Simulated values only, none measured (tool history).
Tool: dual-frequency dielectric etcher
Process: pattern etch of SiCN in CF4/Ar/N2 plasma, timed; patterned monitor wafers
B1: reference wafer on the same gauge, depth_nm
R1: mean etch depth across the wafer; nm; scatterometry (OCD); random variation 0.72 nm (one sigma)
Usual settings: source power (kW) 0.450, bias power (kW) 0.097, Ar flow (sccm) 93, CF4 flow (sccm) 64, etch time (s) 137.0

{"run": 1, "day": 0.0, "source power (kW)": 0.54, "bias power (kW)": 0.109, "Ar flow (sccm)": 84, "CF4 flow (sccm)": 64, "etch time (s)": 103.5, "B1": 112.0, "R1": 114.0}
{"run": 2, "day": 2.808, "source power (kW)": 0.53, "bias power (kW)": 0.073, "Ar flow (sccm)": 93, "CF4 flow (sccm)": 52, "etch time (s)": 110.5, "B1": 112.1, "R1": 105.5}
{"run": 3, "day": 9.321, "source power (kW)": 0.45, "bias power (kW)": 0.097, "Ar flow (sccm)": 93, "CF4 flow (sccm)": 64, "etch time (s)": 137.0, "B1": 111.9, "R1": 118.1}
{"run": 4, "day": 11.804, "source power (kW)": 0.37, "bias power (kW)": 0.097, "Ar flow (sccm)": 93, "CF4 flow (sccm)": 64, "etch time (s)": 137.0, "B1": 112.1, "R1": 96.9}
{"day": 13.662, "done": "bias power generator calibrated"}
{"run": 5, "day": 14.212, "source power (kW)": 0.45, "bias power (kW)": 0.076, "Ar flow (sccm)": 93, "CF4 flow (sccm)": 80, "etch time (s)": 147.5, "B1": 111.8, "R1": 126.6}
{"day": 15.621, "done": "CF4 flow controller replaced"}
{"run": 6, "day": 16.275, "source power (kW)": 0.45, "bias power (kW)": 0.084, "Ar flow (sccm)": 93, "CF4 flow (sccm)": 64, "etch time (s)": 157.5, "B1": 112.0, "R1": 131.4}
{"run": 7, "day": 17.588, "source power (kW)": 0.45, "bias power (kW)": 0.097, "Ar flow (sccm)": 93, "CF4 flow (sccm)": 64, "etch time (s)": 137.0, "B1": 112.1, "R1": 117.8}
{"run": 8, "day": 18.804, "source power (kW)": 0.45, "bias power (kW)": 0.078, "Ar flow (sccm)": 93, "CF4 flow (sccm)": 54, "etch time (s)": 171.0, "B1": 112.0, "R1": 135.6}
{"run": 9, "day": 20.138, "source power (kW)": 0.45, "bias power (kW)": 0.097, "Ar flow (sccm)": 93, "CF4 flow (sccm)": 64, "etch time (s)": 137.0, "B1": 112.0, "R1": 116.8}
{"day": 22.096, "done": "wet clean of the chamber"}
{"run": 10, "day": 22.625, "source power (kW)": 0.45, "bias power (kW)": 0.097, "Ar flow (sccm)": 93, "CF4 flow (sccm)": 64, "etch time (s)": 137.0, "B1": 112.0, "R1": 120.9}
{"run": 11, "day": 25.071, "source power (kW)": 0.45, "bias power (kW)": 0.105, "Ar flow (sccm)": 93, "CF4 flow (sccm)": 64, "etch time (s)": 137.0, "B1": 112.0, "R1": 124.3}
{"run": 12, "day": 27.762, "source power (kW)": 0.45, "bias power (kW)": 0.097, "Ar flow (sccm)": 93, "CF4 flow (sccm)": 64, "etch time (s)": 151.0, "B1": 111.9, "R1": 134.4}
{"run": 13, "day": 29.962, "source power (kW)": 0.38, "bias power (kW)": 0.086, "Ar flow (sccm)": 93, "CF4 flow (sccm)": 64, "etch time (s)": 117.5, "B1": 112.0, "R1": 84.2}
{"run": 14, "day": 31.196, "source power (kW)": 0.45, "bias power (kW)": 0.097, "Ar flow (sccm)": 112, "CF4 flow (sccm)": 64, "etch time (s)": 171.0, "B1": 112.0, "R1": 148.7}
{"run": 15, "day": 33.104, "source power (kW)": 0.45, "bias power (kW)": 0.097, "Ar flow (sccm)": 85, "CF4 flow (sccm)": 79, "etch time (s)": 137.0, "B1": 112.0, "R1": 124.0}
{"run": 16, "day": 35.696, "source power (kW)": 0.45, "bias power (kW)": 0.097, "Ar flow (sccm)": 77, "CF4 flow (sccm)": 64, "etch time (s)": 137.0, "B1": 111.9, "R1": 120.5}
{"run": 17, "day": 36.888, "source power (kW)": 0.45, "bias power (kW)": 0.097, "Ar flow (sccm)": 93, "CF4 flow (sccm)": 64, "etch time (s)": 137.0, "B1": 112.0, "R1": 118.9}
{"run": 18, "day": 39.125, "source power (kW)": 0.45, "bias power (kW)": 0.104, "Ar flow (sccm)": 93, "CF4 flow (sccm)": 53, "etch time (s)": 137.0, "B1": 112.2, "R1": 116.6}
{"run": 19, "day": 41.692, "source power (kW)": 0.45, "bias power (kW)": 0.08, "Ar flow (sccm)": 93, "CF4 flow (sccm)": 64, "etch time (s)": 137.0, "B1": 112.1, "R1": 113.9}
{"day": 50.017, "done": "wet clean of the chamber"}
{"run": 20, "day": 50.038, "source power (kW)": 0.45, "bias power (kW)": 0.097, "Ar flow (sccm)": 93, "CF4 flow (sccm)": 64, "etch time (s)": 137.0, "B1": 111.9, "R1": 123.8}

5 ways to go on from here, each from the tool as it stands after run 20. What would each give?
{"run": "A", "day": 50.058, "source power (kW)": 0.45, "bias power (kW)": 0.097, "Ar flow (sccm)": 93, "CF4 flow (sccm)": 64, "etch time (s)": 137.0, "B1": "?", "R1": "?"}
{"run": "B", "day": 50.058, "source power (kW)": 0.55, "bias power (kW)": 0.115, "Ar flow (sccm)": 93, "CF4 flow (sccm)": 59, "etch time (s)": 137.0, "B1": "?", "R1": "?"}
{"run": "C", "day": 50.058, "source power (kW)": 0.45, "bias power (kW)": 0.097, "Ar flow (sccm)": 82, "CF4 flow (sccm)": 64, "etch time (s)": 137.0, "B1": "?", "R1": "?"}
{"run": "D", "day": 50.058, "source power (kW)": 0.45, "bias power (kW)": 0.108, "Ar flow (sccm)": 93, "CF4 flow (sccm)": 64, "etch time (s)": 96.5, "B1": "?", "R1": "?"}
{"run": "E", "day": 50.058, "source power (kW)": 0.49, "bias power (kW)": 0.097, "Ar flow (sccm)": 93, "CF4 flow (sccm)": 64, "etch time (s)": 137.0, "B1": "?", "R1": "?"}

run=A B1=112.1 R1=122.9
run=B B1=112.1 R1=154.5
run=C B1=112.1 R1=124.4
run=D B1=112.1 R1=88.7
run=E B1=112.1 R1=134.1
Without the tool's hidden state the same runs would have given:
run=A R1=122.7
run=B R1=154.2
run=C R1=124.1
run=D R1=88.5
run=E R1=133.9

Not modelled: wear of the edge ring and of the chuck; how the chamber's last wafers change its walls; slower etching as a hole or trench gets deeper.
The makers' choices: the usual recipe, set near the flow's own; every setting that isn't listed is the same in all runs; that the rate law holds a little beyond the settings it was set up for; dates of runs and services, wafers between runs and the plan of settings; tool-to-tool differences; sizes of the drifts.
